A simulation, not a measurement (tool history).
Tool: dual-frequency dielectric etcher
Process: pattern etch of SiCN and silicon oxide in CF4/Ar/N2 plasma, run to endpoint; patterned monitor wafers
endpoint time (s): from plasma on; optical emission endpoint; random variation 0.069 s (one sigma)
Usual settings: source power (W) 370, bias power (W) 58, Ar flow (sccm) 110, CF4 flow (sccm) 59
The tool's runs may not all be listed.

run	hour	source power (W)	bias power (W)	Ar flow (sccm)	CF4 flow (sccm)	wafers since the last listed run	hours since the last wet clean	hours since the last source power generator calibration	hours since the last bias power generator calibration	hours since the last Ar flow controller change	hours since the last CF4 flow controller change	hours since the last upper electrode change	incoming incoming film thickness, nm	endpoint time (s)
1	0.0	370	58	110	59	0	576.7	2795.2	2962.3	3777.6	3760.6	3806.4	13.45	20.1
2	48.2	370	58	94	59	995	624.9	2843.4	3010.5	3825.8	3808.8	3854.6	13.48	19.7
# hour 59.2: CF4 flow controller replaced
# hour 60.8: Ar flow controller replaced
# hour 75.8: bias power generator calibrated
# hour 87.3: wet clean of the chamber
# hour 94.0: upper electrode replaced
3	94.5	370	58	94	59	339	7.2	2889.7	18.7	33.7	35.3	0.5	13.46	21.0
4	94.8	370	58	94	59	6	7.5	2890.0	19.0	34.0	35.6	0.8	13.58	21.3
5	95.1	370	58	124	59	6	7.8	2890.3	19.3	34.3	35.9	1.1	13.57	22.0
6	103.4	370	58	124	59	171	16.1	2898.6	27.6	42.6	44.2	9.4	13.40	21.6
7	114.3	370	58	124	59	225	27.0	2909.5	38.5	53.5	55.1	20.3	13.35	21.4
# hour 130.7: source power generator calibrated
8	131.2	340	69	110	59	266	43.9	0.5	55.4	70.4	72.0	37.2	13.37	21.2
9	137.0	370	58	110	51	119	49.7	6.3	61.2	76.2	77.8	43.0	13.51	21.9
10	143.6	290	58	110	63	136	56.3	12.9	67.8	82.8	84.4	49.6	13.42	25.4
11	151.6	340	72	119	46	165	64.3	20.9	75.8	90.8	92.4	57.6	13.55	22.4
12	164.1	290	58	110	55	258	76.8	33.4	88.3	103.3	104.9	70.1	13.59	26.5
13	170.6	370	65	110	59	134	83.3	39.9	94.8	109.8	111.4	76.6	13.59	20.5
14	184.5	320	58	110	59	287	97.2	53.8	108.7	123.7	125.3	90.5	13.56	23.8
15	195.1	290	58	110	55	218	107.8	64.4	119.3	134.3	135.9	101.1	13.50	26.1

How the hidden state differs across the entries between the runs, from the last listed run before each to the first after it:
Between runs 2 and 3: CF4 flow controller replaced (hour 59.2); Ar flow controller replaced (hour 60.8); bias power generator calibrated (hour 75.8); wet clean of the chamber (hour 87.3); upper electrode replaced (hour 94.0)
  etch rate over this chamber's usual, %: 6.42 -> -0.471
  measured less the result without the state, endpoint time (s): -1.2 -> +0.1
Between runs 7 and 8: source power generator calibrated (hour 130.7)
  etch rate over this chamber's usual, %: -0.314 -> -0.179
  measured less the result without the state, endpoint time (s): +0.0 -> +0.0
